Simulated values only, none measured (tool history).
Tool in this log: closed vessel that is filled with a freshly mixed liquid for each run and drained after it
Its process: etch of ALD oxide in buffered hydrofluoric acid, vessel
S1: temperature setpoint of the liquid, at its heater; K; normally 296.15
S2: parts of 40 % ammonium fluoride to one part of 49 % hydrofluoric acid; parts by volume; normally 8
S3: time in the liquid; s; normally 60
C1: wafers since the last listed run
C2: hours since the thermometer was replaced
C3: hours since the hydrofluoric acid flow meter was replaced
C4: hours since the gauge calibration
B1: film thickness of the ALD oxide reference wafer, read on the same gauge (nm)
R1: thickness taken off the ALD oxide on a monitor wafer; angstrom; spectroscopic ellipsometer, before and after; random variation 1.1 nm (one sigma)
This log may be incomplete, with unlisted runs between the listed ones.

run	hour	S1	S2	S3	C1	C2	C3	C4	B1	R1
1	0	296.15	8	40	0	2061.8	759.4	381.4	139.98	762.4
2	32.4	296.15	8	40	2390	2094.2	791.8	413.8	139.99	772
3	52	296.15	8	40	1445	2113.8	811.4	433.4	139.98	755.2
4	77.5	296.15	10	45	1881	2139.3	836.9	458.9	140	701.9
5	101.1	296.15	10	45	1740	2162.9	860.5	482.5	140.01	704.8
6	123.9	296.15	10	45	1681	2185.7	883.3	505.3	140	698.2
7	142	296.15	10.5	60	1335	2203.8	901.4	523.4	140.01	903
8	172.8	296.15	10.5	60	2272	2234.6	932.2	554.2	140	884.7
# hour 201.1: hydrofluoric acid flow meter replaced
9	206.9	296.15	10.5	60	2441	2268.7	5.8	588.3	140.03	907.8
# hour 207.9: gauge calibrated
10	223.8	296.15	8	60	1246	2285.6	22.7	15.9	139.99	1140.8
11	247.7	296.15	8	60	1763	2309.5	46.6	39.8	140.01	1148.3
# hour 274.7: thermometer replaced
12	279.4	299.15	10	80	2264	4.7	78.3	71.5	140.04	1483.5
13	305.5	292.65	7	60	1925	30.8	104.4	97.6	140.01	1102.1
14	332.2	296.15	8	60	1969	57.5	131.1	124.3	140.02	1150.9
15	359.7	296.15	8	45	2028	85	158.6	151.8	140.01	854.6
16	393.3	296.15	8	60	2478	118.6	192.2	185.4	139.98	1150.8
17	415.8	296.15	10.5	90	1659	141.1	214.7	207.9	140.03	1325.9
18	439.7	294.15	6.5	60	1763	165	238.6	231.8	140.02	1260.4
19	475.3	298.15	8	80	2626	200.6	274.2	267.4	139.99	1682.6
20	509.4	294.15	6.5	60	2515	234.7	308.3	301.5	140.04	1251.2
21	521.5	294.15	8	45	892	246.8	320.4	313.6	140.02	769.5
22	546.2	298.65	10.5	40	1822	271.5	345.1	338.3	140.02	678

4 ways to go on from here, each from the tool as it stands after run 22. What would each give?
A	546.9	296.15	8	60	51	272.2	345.8	339	?	?
B	546.9	296.15	9.5	60	51	272.2	345.8	339	?	?
C	546.9	296.15	6.5	60	51	272.2	345.8	339	?	?
D	546.9	300.65	10.5	90	51	272.2	345.8	339	?	?

run	B1	R1
A	139.98	1131.7
B	139.98	962.7
C	139.98	1394.2
D	139.98	1700.7
The same runs, with their run-to-run variation unchanged, on a tool lacking any hidden condition would have given:
run	R1
A	1131.7
B	962.7
C	1394.2
D	1700.7
